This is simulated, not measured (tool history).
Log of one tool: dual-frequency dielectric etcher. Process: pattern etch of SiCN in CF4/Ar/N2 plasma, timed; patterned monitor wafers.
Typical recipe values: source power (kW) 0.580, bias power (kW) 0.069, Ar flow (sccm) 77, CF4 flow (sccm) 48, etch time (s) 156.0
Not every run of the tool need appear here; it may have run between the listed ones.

run     day  source power (kW)  bias power (kW)  Ar flow (sccm)  CF4 flow (sccm)  etch time (s)  wafers since the last listed run  hours since the last wet clean  hours since the last source power generator calibration  hours since the last bias power generator calibration  hours since the last Ar flow controller change  hours since the last CF4 flow controller change  hours since the last upper electrode change  hours since the gauge calibration  read-back reference wafer on the same gauge, depth_nm  mean etch depth across the wafer (angstrom)
  1   0.000              0.580            0.069              77               48          156.0                                 0                           504.2                                                   1448.7                                                 2235.1                                          1605.7                                           3473.4                                       4758.0                              646.1                                                  195.0                                         1884
  2   1.508              0.580            0.069              77               48          130.5                               197                           540.4                                                   1484.9                                                 2271.3                                          1641.9                                           3509.6                                       4794.2                              682.3                                                  194.6                                         1568
  3   4.042              0.580            0.069              77               48          130.5                               330                           601.2                                                   1545.7                                                 2332.1                                          1702.7                                           3570.4                                       4855.0                              743.1                                                  194.1                                         1580
      5.392  -- wet clean of the chamber
  4   5.996              0.580            0.069              77               52          156.0                               124                            14.5                                                   1592.6                                                 2379.0                                          1749.6                                           3617.3                                       4901.9                              790.0                                                  195.3                                         1807
  5  10.396              0.640            0.069              77               48          156.0                               574                           120.1                                                   1698.2                                                 2484.6                                          1855.2                                           3722.9                                       5007.5                              895.6                                                  194.8                                         1886
  6  14.279              0.580            0.069              77               48          156.0                               507                           213.3                                                   1791.4                                                 2577.8                                          1948.4                                           3816.1                                       5100.7                              988.8                                                  194.8                                         1813
     14.408  -- gauge calibrated
     14.883  -- bias power generator calibrated
     15.858  -- upper electrode replaced
     16.779  -- CF4 flow controller replaced
  7  18.483              0.580            0.069              77               48          156.0                               367                           314.2                                                   1892.3                                                   86.4                                          2049.3                                             40.9                                         63.0                               97.8                                                  195.1                                         1837
  8  20.083              0.580            0.069              77               48          156.0                               209                           352.6                                                   1930.7                                                  124.8                                          2087.7                                             79.3                                        101.4                              136.2                                                  194.9                                         1830
     21.025  -- source power generator calibrated
  9  23.525              0.580            0.058              77               48          125.5                               427                           435.2                                                     60.0                                                  207.4                                          2170.3                                            161.9                                        184.0                              218.8                                                  194.8                                         1373
 10  26.912              0.580            0.075              77               48          156.0                               442                           516.5                                                    141.3                                                  288.7                                          2251.6                                            243.2                                        265.3                              300.1                                                  195.2                                         1936
     29.554  -- Ar flow controller replaced
 11  30.288              0.580            0.069              91               48          156.0                               408                           597.5                                                    222.3                                                  369.7                                            17.6                                            324.2                                        346.3                              381.1                                                  195.1                                         1798
     31.604  -- wet clean of the chamber
 12  32.700              0.580            0.069              77               48          156.0                               184                            26.3                                                    280.2                                                  427.6                                            75.5                                            382.1                                        404.2                              439.0                                                  194.7                                         1792
 13  35.100              0.580            0.076              65               59          112.0                               313                            83.9                                                    337.8                                                  485.2                                           133.1                                            439.7                                        461.8                              496.6                                                  194.6                                         1489
 14  36.700              0.510            0.083              77               48          156.0                               209                           122.3                                                    376.2                                                  523.6                                           171.5                                            478.1                                        500.2                              535.0                                                  194.8                                         1929
 15  38.433              0.580            0.069              77               48          156.0                               226                           163.9                                                    417.8                                                  565.2                                           213.1                                            519.7                                        541.8                              576.6                                                  195.2                                         1830
 16  41.571              0.580            0.069              77               48          156.0                               409                           239.2                                                    493.1                                                  640.5                                           288.4                                            595.0                                        617.1                              651.9                                                  195.4                                         1843
 17  43.417              0.580            0.069              77               48          140.0                               241                           283.5                                                    537.4                                                  684.8                                           332.7                                            639.3                                        661.4                              696.2                                                  194.4                                         1646

Each row is a separate what-if for the run after 17, all from the same tool condition, not one after another. Results?
  A  43.438              0.580            0.069              77               48          156.0                                 2                           284.0                                                    537.9                                                  685.3                                           333.2                                            639.8                                        661.9                              696.7                                                      ?                                            ?
  B  43.438              0.580            0.069              77               38          156.0                                 2                           284.0                                                    537.9                                                  685.3                                           333.2                                            639.8                                        661.9                              696.7                                                      ?                                            ?
  C  43.438              0.580            0.080              77               48          156.0                                 2                           284.0                                                    537.9                                                  685.3                                           333.2                                            639.8                                        661.9                              696.7                                                      ?                                            ?
  D  43.438              0.580            0.069              87               53          156.0                                 2                           284.0                                                    537.9                                                  685.3                                           333.2                                            639.8                                        661.9                              696.7                                                      ?                                            ?

run  read-back reference wafer on the same gauge, depth_nm  mean etch depth across the wafer (angstrom)
  A                                                  194.9                                         1865
  B                                                  194.9                                         1804
  C                                                  194.9                                         2020
  D                                                  194.9                                         1834
What these runs would have given with no unlogged condition in the tool:
run  mean etch depth across the wafer (angstrom)
  A                                         1803
  B                                         1744
  C                                         1953
  D                                         1774

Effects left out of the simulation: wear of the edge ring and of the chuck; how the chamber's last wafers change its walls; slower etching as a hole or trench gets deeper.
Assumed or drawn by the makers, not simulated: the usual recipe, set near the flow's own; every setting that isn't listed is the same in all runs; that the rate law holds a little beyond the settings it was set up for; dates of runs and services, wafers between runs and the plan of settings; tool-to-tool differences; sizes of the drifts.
